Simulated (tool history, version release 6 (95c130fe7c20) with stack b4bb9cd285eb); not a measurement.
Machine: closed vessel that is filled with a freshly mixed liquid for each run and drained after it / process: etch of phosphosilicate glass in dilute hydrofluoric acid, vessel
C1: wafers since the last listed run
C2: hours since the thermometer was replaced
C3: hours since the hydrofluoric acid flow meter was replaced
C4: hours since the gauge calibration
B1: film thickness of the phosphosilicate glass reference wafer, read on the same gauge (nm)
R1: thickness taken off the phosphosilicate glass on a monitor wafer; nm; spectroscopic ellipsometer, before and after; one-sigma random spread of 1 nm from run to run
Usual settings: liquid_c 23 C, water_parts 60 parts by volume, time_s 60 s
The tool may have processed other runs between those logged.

run 1 hour=0 | liquid_c=23 water_parts=45 time_s=50 | C1=0 C2=285.3 C3=906.7 C4=1201.5 | B1=129.99 | R1=120.41
-- hour=0.9 gauge calibrated
run 2 hour=98 | liquid_c=23 water_parts=45 time_s=50 | C1=10365 C2=383.3 C3=1004.7 C4=97.1 | B1=130.01 | R1=122.21
-- hour=225.5 hydrofluoric acid flow meter replaced
run 3 hour=249.7 | liquid_c=23 water_parts=60 time_s=60 | C1=15939 C2=535 C3=24.2 C4=248.8 | B1=129.99 | R1=109.19
run 4 hour=307 | liquid_c=23 water_parts=60 time_s=60 | C1=6060 C2=592.3 C3=81.5 C4=306.1 | B1=130 | R1=108.64
run 5 hour=374.9 | liquid_c=23 water_parts=60 time_s=60 | C1=7181 C2=660.2 C3=149.4 C4=374 | B1=130.01 | R1=109.4
run 6 hour=446.6 | liquid_c=23 water_parts=60 time_s=60 | C1=7583 C2=731.9 C3=221.1 C4=445.7 | B1=130.01 | R1=107.32
run 7 hour=538.1 | liquid_c=23 water_parts=60 time_s=60 | C1=9677 C2=823.4 C3=312.6 C4=537.2 | B1=129.98 | R1=108.21
run 8 hour=642.8 | liquid_c=23 water_parts=60 time_s=60 | C1=11074 C2=928.1 C3=417.3 C4=641.9 | B1=129.99 | R1=109.86
run 9 hour=698 | liquid_c=23 water_parts=50 time_s=75 | C1=5838 C2=983.3 C3=472.5 C4=697.1 | B1=130 | R1=165.96
run 10 hour=755.5 | liquid_c=23 water_parts=50 time_s=75 | C1=6081 C2=1040.8 C3=530 C4=754.6 | B1=129.99 | R1=166.72
run 11 hour=852.1 | liquid_c=23 water_parts=50 time_s=75 | C1=10217 C2=1137.4 C3=626.6 C4=851.2 | B1=129.99 | R1=166.86
run 12 hour=902.2 | liquid_c=21 water_parts=60 time_s=60 | C1=5299 C2=1187.5 C3=676.7 C4=901.3 | B1=130.02 | R1=101.2
run 13 hour=998.2 | liquid_c=22 water_parts=60 time_s=60 | C1=10153 C2=1283.5 C3=772.7 C4=997.3 | B1=130.02 | R1=105.27
run 14 hour=1060.6 | liquid_c=22 water_parts=60 time_s=60 | C1=6600 C2=1345.9 C3=835.1 C4=1059.7 | B1=130.01 | R1=106.59
run 15 hour=1157.5 | liquid_c=22 water_parts=60 time_s=60 | C1=10249 C2=1442.8 C3=932 C4=1156.6 | B1=130.02 | R1=105.01
run 16 hour=1237.2 | liquid_c=23 water_parts=50 time_s=35 | C1=8429 C2=1522.5 C3=1011.7 C4=1236.3 | B1=130.03 | R1=77.46
run 17 hour=1302.4 | liquid_c=21 water_parts=60 time_s=95 | C1=6896 C2=1587.7 C3=1076.9 C4=1301.5 | B1=130.01 | R1=160.49
run 18 hour=1387.5 | liquid_c=21.5 water_parts=35 time_s=95 | C1=9001 C2=1672.8 C3=1162 C4=1386.6 | B1=129.98 | R1=293.73
-- hour=1437.8 hydrofluoric acid flow meter replaced
-- hour=1444.8 gauge calibrated
run 19 hour=1483 | liquid_c=23 water_parts=60 time_s=60 | C1=9995 C2=1768.3 C3=45.2 C4=38.2 | B1=129.99 | R1=110.14
run 20 hour=1579.8 | liquid_c=25 water_parts=70 time_s=75 | C1=10238 C2=1865.1 C3=142 C4=135 | B1=130 | R1=125.66
run 21 hour=1619.5 | liquid_c=23 water_parts=60 time_s=60 | C1=4199 C2=1904.8 C3=181.7 C4=174.7 | B1=130 | R1=111.28
run 22 hour=1685.4 | liquid_c=23 water_parts=60 time_s=60 | C1=6970 C2=1970.7 C3=247.6 C4=240.6 | B1=129.99 | R1=111.95
run 23 hour=1760.4 | liquid_c=23 water_parts=60 time_s=60 | C1=7932 C2=2045.7 C3=322.6 C4=315.6 | B1=130 | R1=109.94
-- hour=1805.5 thermometer replaced
run 24 hour=1859.8 | liquid_c=23 water_parts=60 time_s=60 | C1=10407 C2=54.3 C3=422 C4=415 | B1=130.02 | R1=107.19
run 25 hour=1914.2 | liquid_c=21.5 water_parts=45 time_s=60 | C1=5753 C2=108.7 C3=476.4 C4=469.4 | B1=129.99 | R1=137.13
run 26 hour=1955 | liquid_c=27 water_parts=85 time_s=60 | C1=4315 C2=149.5 C3=517.2 C4=510.2 | B1=130.02 | R1=87.04
run 27 hour=2020.6 | liquid_c=23 water_parts=85 time_s=85 | C1=6938 C2=215.1 C3=582.8 C4=575.8 | B1=130 | R1=105.69
run 28 hour=2070.9 | liquid_c=20.5 water_parts=30 time_s=30 | C1=5320 C2=265.4 C3=633.1 C4=626.1 | B1=130.02 | R1=101.68
run 29 hour=2144.9 | liquid_c=23 water_parts=60 time_s=50 | C1=7826 C2=339.4 C3=707.1 C4=700.1 | B1=130 | R1=88.59
run 30 hour=2188.4 | liquid_c=24.5 water_parts=60 time_s=60 | C1=4601 C2=382.9 C3=750.6 C4=743.6 | B1=129.98 | R1=113.59
run 31 hour=2236.7 | liquid_c=26 water_parts=60 time_s=60 | C1=5108 C2=431.2 C3=798.9 C4=791.9 | B1=130 | R1=119.79
run 32 hour=2278.9 | liquid_c=21 water_parts=80 time_s=30 | C1=4463 C2=473.4 C3=841.1 C4=834.1 | B1=130 | R1=36.48
run 33 hour=2382.7 | liquid_c=21.5 water_parts=85 time_s=45 | C1=10978 C2=577.2 C3=944.9 C4=937.9 | B1=129.99 | R1=52.27

Entry by entry between the runs, the difference in hidden state between the last listed run before and the first listed run after:
Run 1 -> run 2: gauge calibrated (hour 0.9)
  liquid hotter than its thermometer reads (K): 0.171 -> 0.221
  measured minus no-state result, R1: +0.85 -> +1.12 nm
Run 2 -> run 3: hydrofluoric acid flow meter replaced (hour 225.5)
  liquid hotter than its thermometer reads (K): 0.221 -> 0.298
  measured minus no-state result, R1: +1.12 -> +1.34 nm
Run 18 -> run 19: hydrofluoric acid flow meter replaced (hour 1437.8); gauge calibrated (hour 1444.8)
  liquid hotter than its thermometer reads (K): 0.878 -> 0.926
  measured minus no-state result, R1: +10.74 -> +4.12 nm
Run 23 -> run 24: thermometer replaced (hour 1805.5)
  liquid hotter than its thermometer reads (K): 1.07 -> 0.0641
  measured minus no-state result, R1: +4.71 -> +0.27 nm
